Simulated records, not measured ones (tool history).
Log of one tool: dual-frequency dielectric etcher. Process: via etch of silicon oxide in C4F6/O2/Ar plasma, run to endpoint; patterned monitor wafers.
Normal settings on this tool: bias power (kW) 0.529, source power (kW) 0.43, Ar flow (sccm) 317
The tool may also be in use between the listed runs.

| run | day | bias power (kW) | source power (kW) | Ar flow (sccm) | incoming incoming film thickness, nm | endpoint time (s) |
|---|---|---|---|---|---|---|
| 1 | 0 | 0.557 | 0.43 | 317 | 98.2 | 21.1 |
| 2 | 0.433 | 0.49 | 0.43 | 287 | 98.9 | 22.5 |
| 3 | 1.175 | 0.49 | 0.43 | 287 | 99.7 | 22.4 |
|  | 1.946 | bias power generator calibrated |
| 4 | 1.967 | 0.604 | 0.43 | 317 | 98.6 | 20.5 |
| 5 | 2.388 | 0.529 | 0.43 | 317 | 99.8 | 22.1 |
|  | 2.825 | Ar flow controller replaced |
| 6 | 2.846 | 0.529 | 0.43 | 317 | 99.4 | 21.9 |
| 7 | 3.521 | 0.491 | 0.43 | 317 | 99.2 | 22.4 |
| 8 | 4.258 | 0.491 | 0.43 | 317 | 99.4 | 23 |
|  | 5.383 | source power generator calibrated |
|  | 5.45 | wet clean of the chamber |
|  | 6.05 | upper electrode replaced |
| 9 | 6.071 | 0.491 | 0.43 | 317 | 99.6 | 21.5 |
| 10 | 6.083 | 0.529 | 0.43 | 317 | 97.8 | 20.4 |
| 11 | 6.096 | 0.529 | 0.43 | 317 | 99.2 | 20.6 |
| 12 | 6.342 | 0.529 | 0.43 | 317 | 99.1 | 20.7 |
| 13 | 6.95 | 0.435 | 0.33 | 374 | 97.7 | 24.4 |
| 14 | 7.683 | 0.494 | 0.32 | 291 | 99.7 | 23 |
| 15 | 8.096 | 0.447 | 0.43 | 317 | 98.3 | 22.4 |
| 16 | 8.771 | 0.529 | 0.43 | 317 | 97.6 | 20.7 |
| 17 | 9.108 | 0.529 | 0.43 | 272 | 100.2 | 20.8 |
| 18 | 9.629 | 0.529 | 0.43 | 317 | 99.7 | 21 |
| 19 | 9.921 | 0.529 | 0.43 | 317 | 98.8 | 20.9 |
| 20 | 11.754 | 0.447 | 0.39 | 373 | 99.5 | 23.7 |
| 21 | 12.192 | 0.413 | 0.46 | 387 | 98.8 | 23.6 |
| 22 | 12.738 | 0.6 | 0.48 | 373 | 98.4 | 19.3 |
| 23 | 13.004 | 0.621 | 0.48 | 251 | 99.7 | 18.8 |
| 24 | 13.483 | 0.529 | 0.43 | 317 | 99.1 | 20.9 |
| 25 | 14.192 | 0.592 | 0.43 | 291 | 99.2 | 20.1 |
| 26 | 14.704 | 0.529 | 0.43 | 349 | 97.6 | 21.1 |
| 27 | 15.45 | 0.63 | 0.34 | 351 | 99.6 | 21 |
| 28 | 15.808 | 0.529 | 0.49 | 317 | 99.4 | 20.6 |

Run-by-run hidden state of the tool:
bias power that arrives over what is set, %: 0 on each run
source power that arrives over what is set, %: 0 on each run
Ar flow that arrives over what is set, %: 0 on each run
H1: etch rate over this chamber's usual, %
| run | H1 |
|---|---|
| 1 | -4.2 |
| 2 | -4.33 |
| 3 | -4.54 |
| 4 | -4.77 |
| 5 | -4.89 |
| 6 | -5.02 |
| 7 | -5.21 |
| 8 | -5.42 |
| 9 | 0.505 |
| 10 | 0.502 |
| 11 | 0.498 |
| 12 | 0.428 |
| 13 | 0.253 |
| 14 | 0.0435 |
| 15 | -0.0746 |
| 16 | -0.268 |
| 17 | -0.365 |
| 18 | -0.514 |
| 19 | -0.597 |
| 20 | -1.12 |
| 21 | -1.25 |
| 22 | -1.4 |
| 23 | -1.48 |
| 24 | -1.62 |
| 25 | -1.82 |
| 26 | -1.97 |
| 27 | -2.18 |
| 28 | -2.28 |

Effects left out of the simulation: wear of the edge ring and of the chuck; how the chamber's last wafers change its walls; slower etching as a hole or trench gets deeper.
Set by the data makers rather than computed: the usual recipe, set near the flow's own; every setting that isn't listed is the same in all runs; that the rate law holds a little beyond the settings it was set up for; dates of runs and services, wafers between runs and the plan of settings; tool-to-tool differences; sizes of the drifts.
